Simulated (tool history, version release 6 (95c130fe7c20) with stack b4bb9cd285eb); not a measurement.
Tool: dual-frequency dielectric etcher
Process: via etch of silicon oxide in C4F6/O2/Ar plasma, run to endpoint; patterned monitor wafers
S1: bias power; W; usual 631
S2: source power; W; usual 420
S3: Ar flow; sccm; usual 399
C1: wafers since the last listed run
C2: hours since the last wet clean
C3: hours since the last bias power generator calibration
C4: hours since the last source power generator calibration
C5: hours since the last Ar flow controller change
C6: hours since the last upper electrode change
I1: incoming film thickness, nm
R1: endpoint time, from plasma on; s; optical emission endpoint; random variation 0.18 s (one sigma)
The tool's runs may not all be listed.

| run | day | S1 | S2 | S3 | C1 | C2 | C3 | C4 | C5 | C6 | I1 | R1 |
|---|---|---|---|---|---|---|---|---|---|---|---|---|
| 1 | 0 | 683 | 470 | 399 | 0 | 36.9 | 2097.3 | 1486.3 | 1297.1 | 2040 | 150.7 | 27.7 |
| 2 | 1.388 | 683 | 470 | 399 | 419 | 70.2 | 2130.6 | 1519.6 | 1330.4 | 2073.3 | 151 | 27.5 |
| 3 | 1.892 | 683 | 470 | 399 | 152 | 82.3 | 2142.7 | 1531.7 | 1342.5 | 2085.4 | 152 | 27.8 |
| 4 | 3.383 | 631 | 420 | 399 | 450 | 118.1 | 2178.5 | 1567.5 | 1378.3 | 2121.2 | 150 | 29.5 |
| 5 | 3.904 | 631 | 420 | 399 | 157 | 130.6 | 2191 | 1580 | 1390.8 | 2133.7 | 151 | 29.9 |
| 6 | 5.108 | 631 | 420 | 399 | 363 | 159.5 | 2219.9 | 1608.9 | 1419.7 | 2162.6 | 152.1 | 30.1 |
| 7 | 6.1 | 686 | 420 | 399 | 299 | 183.3 | 2243.7 | 1632.7 | 1443.5 | 2186.4 | 151.6 | 29.2 |
| 8 | 7.304 | 686 | 420 | 399 | 363 | 212.2 | 2272.6 | 1661.6 | 1472.4 | 2215.3 | 150.4 | 29.3 |
| 9 | 8.604 | 631 | 460 | 461 | 392 | 243.4 | 2303.8 | 1692.8 | 1503.6 | 2246.5 | 151.1 | 29.5 |
| 10 | 9.338 | 631 | 460 | 461 | 221 | 261 | 2321.4 | 1710.4 | 1521.2 | 2264.1 | 150.1 | 29.4 |
| 11 | 10.204 | 506 | 420 | 399 | 261 | 281.8 | 2342.2 | 1731.2 | 1542 | 2284.9 | 150.5 | 32.3 |
| 12 | 11.608 | 631 | 420 | 347 | 424 | 315.5 | 2375.9 | 1764.9 | 1575.7 | 2318.6 | 150.7 | 30 |
|  | 13.9 | upper electrode replaced |
| 13 | 13.921 | 631 | 420 | 399 | 396 | 371 | 2431.4 | 1820.4 | 1631.2 | 0.5 | 151.1 | 30.7 |
| 14 | 14.4 | 631 | 510 | 299 | 144 | 382.5 | 2442.9 | 1831.9 | 1642.7 | 12 | 152.5 | 27.9 |
| 15 | 14.95 | 689 | 470 | 485 | 166 | 395.7 | 2456.1 | 1845.1 | 1655.9 | 25.2 | 150.7 | 28.5 |
|  | 16 | bias power generator calibrated |
| 16 | 16.021 | 674 | 480 | 399 | 273 | 421.4 | 0.5 | 1870.8 | 1681.6 | 50.9 | 151.1 | 28.3 |
| 17 | 17.242 | 729 | 420 | 346 | 368 | 450.7 | 29.8 | 1900.1 | 1710.9 | 80.2 | 150.8 | 28.8 |
| 18 | 18.262 | 683 | 470 | 399 | 308 | 475.2 | 54.3 | 1924.6 | 1735.4 | 104.7 | 152.6 | 28.9 |
|  | 18.938 | source power generator calibrated |
|  | 19.396 | wet clean of the chamber |
|  | 19.946 | Ar flow controller replaced |
| 19 | 21.888 | 672 | 500 | 399 | 830 | 59.8 | 141.3 | 70.8 | 46.6 | 191.7 | 151.2 | 27.4 |
| 20 | 22.696 | 631 | 420 | 399 | 244 | 79.2 | 160.7 | 90.2 | 66 | 211.1 | 150.3 | 29.7 |
| 21 | 25.404 | 740 | 420 | 399 | 817 | 144.2 | 225.7 | 155.2 | 131 | 276.1 | 151.5 | 28.6 |
| 22 | 26.629 | 677 | 470 | 327 | 369 | 173.6 | 255.1 | 184.6 | 160.4 | 305.5 | 151.7 | 27.9 |
| 23 | 27.162 | 715 | 420 | 495 | 161 | 186.4 | 267.9 | 197.4 | 173.2 | 318.3 | 150.1 | 29.2 |
| 24 | 27.854 | 631 | 420 | 399 | 208 | 203 | 284.5 | 214 | 189.8 | 334.9 | 150.7 | 29.9 |
| 25 | 31.308 | 493 | 390 | 499 | 1043 | 285.9 | 367.4 | 296.9 | 272.7 | 417.8 | 150.4 | 34.5 |
| 26 | 31.9 | 677 | 470 | 327 | 178 | 300.1 | 381.6 | 311.1 | 286.9 | 432 | 150.3 | 27.7 |

4 ways to go on from here, each from the tool as it stands after run 26. What would each give?
| A | 31.917 | 631 | 420 | 399 | 5 | 300.5 | 382 | 311.5 | 287.3 | 432.4 | 149.5 | ? |
| B | 31.917 | 752 | 360 | 374 | 5 | 300.5 | 382 | 311.5 | 287.3 | 432.4 | 149.5 | ? |
| C | 31.917 | 631 | 390 | 399 | 5 | 300.5 | 382 | 311.5 | 287.3 | 432.4 | 149.5 | ? |
| D | 31.917 | 740 | 370 | 399 | 5 | 300.5 | 382 | 311.5 | 287.3 | 432.4 | 149.5 | ? |

| run | R1 |
|---|---|
| A | 30.2 |
| B | 29.9 |
| C | 31.1 |
| D | 29.9 |
Without the tool's hidden state the same runs would have given:
| run | R1 |
|---|---|
| A | 29.2 |
| B | 29 |
| C | 30.1 |
| D | 29 |
